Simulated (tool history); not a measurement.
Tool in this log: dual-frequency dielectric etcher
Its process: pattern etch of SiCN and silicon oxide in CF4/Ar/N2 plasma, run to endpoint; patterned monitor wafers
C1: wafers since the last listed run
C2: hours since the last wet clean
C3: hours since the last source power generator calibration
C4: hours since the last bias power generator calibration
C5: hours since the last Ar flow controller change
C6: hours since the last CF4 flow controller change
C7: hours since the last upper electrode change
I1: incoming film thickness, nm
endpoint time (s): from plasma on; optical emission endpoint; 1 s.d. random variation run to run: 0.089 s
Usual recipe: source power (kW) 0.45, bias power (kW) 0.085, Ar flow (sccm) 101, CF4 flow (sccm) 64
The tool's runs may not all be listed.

run 1 hour=0 | source_power_(kW)=0.45 bias_power_(kW)=0.085 Ar_flow_(sccm)=101 CF4_flow_(sccm)=64 | C1=0 C2=24.7 C3=2526.3 C4=1558.5 C5=4615.9 C6=4927.4 C7=5886.9 | I1=17.11 | endpoint_time_(s)=18.6
run 2 hour=17.2 | source_power_(kW)=0.45 bias_power_(kW)=0.085 Ar_flow_(sccm)=101 CF4_flow_(sccm)=64 | C1=248 C2=41.9 C3=2543.5 C4=1575.7 C5=4633.1 C6=4944.6 C7=5904.1 | I1=16.79 | endpoint_time_(s)=18.1
run 3 hour=23.8 | source_power_(kW)=0.45 bias_power_(kW)=0.085 Ar_flow_(sccm)=101 CF4_flow_(sccm)=64 | C1=95 C2=48.5 C3=2550.1 C4=1582.3 C5=4639.7 C6=4951.2 C7=5910.7 | I1=17.11 | endpoint_time_(s)=18.4
run 4 hour=34.5 | source_power_(kW)=0.45 bias_power_(kW)=0.085 Ar_flow_(sccm)=101 CF4_flow_(sccm)=64 | C1=154 C2=59.2 C3=2560.8 C4=1593 C5=4650.4 C6=4961.9 C7=5921.4 | I1=17.19 | endpoint_time_(s)=18.6
run 5 hour=51.1 | source_power_(kW)=0.45 bias_power_(kW)=0.085 Ar_flow_(sccm)=101 CF4_flow_(sccm)=64 | C1=239 C2=75.8 C3=2577.4 C4=1609.6 C5=4667 C6=4978.5 C7=5938 | I1=16.72 | endpoint_time_(s)=18.1
run 6 hour=69 | source_power_(kW)=0.45 bias_power_(kW)=0.085 Ar_flow_(sccm)=117 CF4_flow_(sccm)=64 | C1=258 C2=93.7 C3=2595.3 C4=1627.5 C5=4684.9 C6=4996.4 C7=5955.9 | I1=16.83 | endpoint_time_(s)=18.7
-- hour=75.7 source power generator calibrated
-- hour=84.9 bias power generator calibrated
run 7 hour=85.4 | source_power_(kW)=0.45 bias_power_(kW)=0.085 Ar_flow_(sccm)=77 CF4_flow_(sccm)=64 | C1=121 C2=110.1 C3=9.7 C4=0.5 C5=4701.3 C6=5012.8 C7=5972.3 | I1=16.96 | endpoint_time_(s)=18
run 8 hour=91.8 | source_power_(kW)=0.39 bias_power_(kW)=0.104 Ar_flow_(sccm)=110 CF4_flow_(sccm)=79 | C1=92 C2=116.5 C3=16.1 C4=6.9 C5=4707.7 C6=5019.2 C7=5978.7 | I1=16.9 | endpoint_time_(s)=18.5
run 9 hour=100.7 | source_power_(kW)=0.45 bias_power_(kW)=0.085 Ar_flow_(sccm)=122 CF4_flow_(sccm)=64 | C1=128 C2=125.4 C3=25 C4=15.8 C5=4716.6 C6=5028.1 C7=5987.6 | I1=16.96 | endpoint_time_(s)=19
run 10 hour=113.5 | source_power_(kW)=0.45 bias_power_(kW)=0.085 Ar_flow_(sccm)=85 CF4_flow_(sccm)=64 | C1=184 C2=138.2 C3=37.8 C4=28.6 C5=4729.4 C6=5040.9 C7=6000.4 | I1=16.82 | endpoint_time_(s)=17.9
-- hour=128.9 CF4 flow controller replaced
run 11 hour=129.4 | source_power_(kW)=0.45 bias_power_(kW)=0.085 Ar_flow_(sccm)=101 CF4_flow_(sccm)=64 | C1=142 C2=154.1 C3=53.7 C4=44.5 C5=4745.3 C6=0.5 C7=6016.3 | I1=16.72 | endpoint_time_(s)=18.3
run 12 hour=143.8 | source_power_(kW)=0.45 bias_power_(kW)=0.085 Ar_flow_(sccm)=101 CF4_flow_(sccm)=64 | C1=207 C2=168.5 C3=68.1 C4=58.9 C5=4759.7 C6=14.9 C7=6030.7 | I1=16.87 | endpoint_time_(s)=18.5
-- hour=150.9 Ar flow controller replaced
run 13 hour=155.4 | source_power_(kW)=0.45 bias_power_(kW)=0.067 Ar_flow_(sccm)=101 CF4_flow_(sccm)=64 | C1=80 C2=180.1 C3=79.7 C4=70.5 C5=4.5 C6=26.5 C7=6042.3 | I1=16.6 | endpoint_time_(s)=20.4
-- hour=188.5 upper electrode replaced
run 14 hour=189 | source_power_(kW)=0.55 bias_power_(kW)=0.085 Ar_flow_(sccm)=114 CF4_flow_(sccm)=64 | C1=138 C2=213.7 C3=113.3 C4=104.1 C5=38.1 C6=60.1 C7=0.5 | I1=16.85 | endpoint_time_(s)=15.9
run 15 hour=189.3 | source_power_(kW)=0.49 bias_power_(kW)=0.085 Ar_flow_(sccm)=101 CF4_flow_(sccm)=48 | C1=4 C2=214 C3=113.6 C4=104.4 C5=38.4 C6=60.4 C7=0.8 | I1=16.85 | endpoint_time_(s)=18.7
run 16 hour=192 | source_power_(kW)=0.45 bias_power_(kW)=0.085 Ar_flow_(sccm)=101 CF4_flow_(sccm)=50 | C1=38 C2=216.7 C3=116.3 C4=107.1 C5=41.1 C6=63.1 C7=3.5 | I1=16.85 | endpoint_time_(s)=19.9
run 17 hour=201.8 | source_power_(kW)=0.45 bias_power_(kW)=0.085 Ar_flow_(sccm)=101 CF4_flow_(sccm)=64 | C1=141 C2=226.5 C3=126.1 C4=116.9 C5=50.9 C6=72.9 C7=13.3 | I1=17.09 | endpoint_time_(s)=19
run 18 hour=208.2 | source_power_(kW)=0.45 bias_power_(kW)=0.085 Ar_flow_(sccm)=101 CF4_flow_(sccm)=79 | C1=92 C2=232.9 C3=132.5 C4=123.3 C5=57.3 C6=79.3 C7=19.7 | I1=16.92 | endpoint_time_(s)=18.1
run 19 hour=223.9 | source_power_(kW)=0.45 bias_power_(kW)=0.085 Ar_flow_(sccm)=112 CF4_flow_(sccm)=64 | C1=226 C2=248.6 C3=148.2 C4=139 C5=73 C6=95 C7=35.4 | I1=16.91 | endpoint_time_(s)=19.2
run 20 hour=233 | source_power_(kW)=0.45 bias_power_(kW)=0.085 Ar_flow_(sccm)=101 CF4_flow_(sccm)=78 | C1=131 C2=257.7 C3=157.3 C4=148.1 C5=82.1 C6=104.1 C7=44.5 | I1=16.86 | endpoint_time_(s)=17.9
run 21 hour=248.6 | source_power_(kW)=0.45 bias_power_(kW)=0.085 Ar_flow_(sccm)=101 CF4_flow_(sccm)=64 | C1=225 C2=273.3 C3=172.9 C4=163.7 C5=97.7 C6=119.7 C7=60.1 | I1=16.78 | endpoint_time_(s)=18.7
run 22 hour=263.5 | source_power_(kW)=0.38 bias_power_(kW)=0.072 Ar_flow_(sccm)=101 CF4_flow_(sccm)=64 | C1=215 C2=288.2 C3=187.8 C4=178.6 C5=112.6 C6=134.6 C7=75 | I1=16.99 | endpoint_time_(s)=23.5
run 23 hour=275.5 | source_power_(kW)=0.51 bias_power_(kW)=0.069 Ar_flow_(sccm)=89 CF4_flow_(sccm)=52 | C1=173 C2=300.2 C3=199.8 C4=190.6 C5=124.6 C6=146.6 C7=87 | I1=16.83 | endpoint_time_(s)=19.5
run 24 hour=285.4 | source_power_(kW)=0.45 bias_power_(kW)=0.085 Ar_flow_(sccm)=101 CF4_flow_(sccm)=64 | C1=142 C2=310.1 C3=209.7 C4=200.5 C5=134.5 C6=156.5 C7=96.9 | I1=16.84 | endpoint_time_(s)=18.8
run 25 hour=293 | source_power_(kW)=0.42 bias_power_(kW)=0.085 Ar_flow_(sccm)=78 CF4_flow_(sccm)=60 | C1=109 C2=317.7 C3=217.3 C4=208.1 C5=142.1 C6=164.1 C7=104.5 | I1=16.95 | endpoint_time_(s)=19.7

Run by run, hidden condition taken away, random variation retained:
What the log doesn't record here: etch rate over this chamber's usual, %; source power that arrives over what is set, %; bias power that arrives over what is set, %; Ar flow that arrives over what is set, %; CF4 flow that arrives over what is set, %.
run=1 endpoint_time_(s)=18.4
run=2 endpoint_time_(s)=17.9
run=3 endpoint_time_(s)=18.2
run=4 endpoint_time_(s)=18.4
run=5 endpoint_time_(s)=17.9
run=6 endpoint_time_(s)=18.4
run=7 endpoint_time_(s)=17.6
run=8 endpoint_time_(s)=18.1
run=9 endpoint_time_(s)=18.7
run=10 endpoint_time_(s)=17.6
run=11 endpoint_time_(s)=17.9
run=12 endpoint_time_(s)=18
run=13 endpoint_time_(s)=19.8
run=14 endpoint_time_(s)=15.4
run=15 endpoint_time_(s)=18.1
run=16 endpoint_time_(s)=19.3
run=17 endpoint_time_(s)=18.3
run=18 endpoint_time_(s)=17.5
run=19 endpoint_time_(s)=18.5
run=20 endpoint_time_(s)=17.3
run=21 endpoint_time_(s)=18
run=22 endpoint_time_(s)=22.5
run=23 endpoint_time_(s)=18.7
run=24 endpoint_time_(s)=18
run=25 endpoint_time_(s)=18.8
